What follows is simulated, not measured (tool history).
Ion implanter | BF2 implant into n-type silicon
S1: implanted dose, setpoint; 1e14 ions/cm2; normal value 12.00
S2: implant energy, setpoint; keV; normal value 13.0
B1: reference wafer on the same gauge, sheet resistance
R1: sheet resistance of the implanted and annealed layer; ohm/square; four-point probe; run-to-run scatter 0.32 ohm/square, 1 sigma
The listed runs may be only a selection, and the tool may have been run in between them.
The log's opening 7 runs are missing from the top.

run	hour	S1	S2	B1	R1
8	102.1	12.00	13.0	220.78	214.21
9	124.6	12.00	13.0	220.71	214.33
10	140.4	12.00	13.0	220.60	213.56
11	155.8	12.00	13.0	220.52	213.72
12	166.9	12.00	13.0	220.54	213.55
13	182.0	12.00	13.0	220.44	213.62
14	191.0	12.00	13.0	220.48	213.39
15	207.1	12.00	13.0	220.36	213.30
# hour 211.8: gauge calibrated
16	215.2	13.52	9.0	222.00	235.11
17	227.3	14.41	17.0	221.97	188.69
18	240.0	12.00	14.5	221.94	206.90
19	253.6	12.00	13.0	221.94	214.75
20	266.2	10.78	14.5	221.99	212.70
21	276.2	10.06	10.5	222.03	240.05

Expected results for the next run?
22	293.2	12.00	14.0	?	?

Run 22 measured B1 221.96, R1 209.60 ohm/square.
With the hidden condition absent and the run-to-run variation left alone, this run would have shown R1 209.62 ohm/square.
